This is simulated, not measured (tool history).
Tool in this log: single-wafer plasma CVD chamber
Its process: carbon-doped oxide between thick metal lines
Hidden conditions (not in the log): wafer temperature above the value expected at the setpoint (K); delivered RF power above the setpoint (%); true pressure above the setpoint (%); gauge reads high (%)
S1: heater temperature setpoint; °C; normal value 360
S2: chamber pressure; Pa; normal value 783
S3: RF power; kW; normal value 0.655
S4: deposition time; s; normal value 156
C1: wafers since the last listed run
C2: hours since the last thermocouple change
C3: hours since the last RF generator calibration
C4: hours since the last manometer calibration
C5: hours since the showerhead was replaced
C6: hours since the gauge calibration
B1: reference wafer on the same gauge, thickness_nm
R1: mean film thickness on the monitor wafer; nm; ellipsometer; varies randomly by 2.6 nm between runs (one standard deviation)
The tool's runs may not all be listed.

run,day,S1,S2,S3,S4,C1,C2,C3,C4,C5,C6,B1,R1
1,0.000,360,783,0.655,140,0,2017.5,828.5,2128.0,3107.9,279.7,711.875,759.778
2,0.625,360,696,0.695,156,175,2032.5,843.5,2143.0,3122.9,294.7,712.545,870.526
3,1.262,360,696,0.695,156,178,2047.8,858.8,2158.3,3138.2,310.0,712.360,871.775
4,1.688,352,783,0.655,156,119,2058.0,869.0,2168.5,3148.4,320.2,713.956,860.748
5,2.358,352,783,0.655,156,188,2074.1,885.1,2184.6,3164.5,336.3,712.780,857.245
# day 2.700: showerhead replaced, of another model than before
6,2.875,352,783,0.655,156,51,2086.5,897.5,2197.0,4.2,348.7,711.562,873.975
7,3.175,360,847,0.655,156,84,2093.7,904.7,2204.2,11.4,355.9,711.490,875.290
8,3.817,354,783,0.655,156,179,2109.1,920.1,2219.6,26.8,371.3,712.609,868.436
9,4.483,360,739,0.655,156,186,2125.1,936.1,2235.6,42.8,387.3,714.269,852.859
10,4.962,360,739,0.655,156,134,2136.6,947.6,2247.1,54.3,398.8,712.690,847.451
11,5.446,360,739,0.655,156,135,2148.2,959.2,2258.7,65.9,410.4,714.553,850.678
# day 5.842: RF generator calibrated
12,5.862,360,697,0.655,156,23,2158.2,0.5,2268.7,75.9,420.4,713.731,861.082
# day 5.900: gauge calibrated
13,6.133,368,783,0.655,137,75,2164.7,7.0,2275.2,82.4,5.6,712.540,759.133
# day 6.804: capacitance manometer re-zeroed and calibrated
14,6.825,365,836,0.750,183,100,2181.3,23.6,0.5,99.0,22.2,711.749,1090.741
15,7.821,360,783,0.530,126,279,2205.2,47.5,24.4,122.9,46.1,713.546,645.853
16,8.492,360,949,0.655,156,188,2221.3,63.6,40.5,139.0,62.2,712.026,901.984
17,9.088,360,783,0.745,156,167,2235.6,77.9,54.8,153.3,76.5,712.790,927.338
18,9.771,350,783,0.655,164,191,2252.0,94.3,71.2,169.7,92.9,712.953,940.517
# day 10.504: thermocouple changed; heater temperature recalibrated
19,10.525,360,899,0.720,156,117,0.5,112.4,89.3,187.8,111.0,714.398,928.546
20,10.842,351,937,0.655,129,88,8.1,120.0,96.9,195.4,118.6,713.181,751.148
21,11.125,360,783,0.655,168,79,14.9,126.8,103.7,202.2,125.4,713.490,943.322
22,11.488,373,599,0.580,134,101,23.6,135.5,112.4,210.9,134.1,712.792,654.393
23,11.888,360,783,0.655,156,112,33.2,145.1,122.0,220.5,143.7,712.650,872.616
24,12.521,372,712,0.740,138,177,48.4,160.3,137.2,235.7,158.9,712.126,783.376
25,12.892,356,783,0.655,156,103,57.3,169.2,146.1,244.6,167.8,712.602,881.902
26,13.267,360,783,0.655,156,105,66.3,178.2,155.1,253.6,176.8,713.114,873.001
27,14.825,360,951,0.655,156,436,103.7,215.6,192.5,291.0,214.2,712.798,895.568
28,15.262,360,596,0.655,156,122,114.2,226.1,203.0,301.5,224.7,712.570,821.490

Branching from run 28: 4 alternative next runs. What would each branch give?
A,15.279,360,783,0.655,156,4,114.6,226.5,203.4,301.9,225.1,?,?
B,15.279,349,732,0.610,139,4,114.6,226.5,203.4,301.9,225.1,?,?
C,15.279,360,783,0.615,129,4,114.6,226.5,203.4,301.9,225.1,?,?
D,15.279,371,783,0.655,156,4,114.6,226.5,203.4,301.9,225.1,?,?

run,B1,R1
A,712.775,866.159
B,712.775,756.672
C,712.775,697.463
D,712.775,847.922
Without the tool's hidden state the same runs would have given:
run,R1
A,874.653
B,764.193
C,704.395
D,856.238
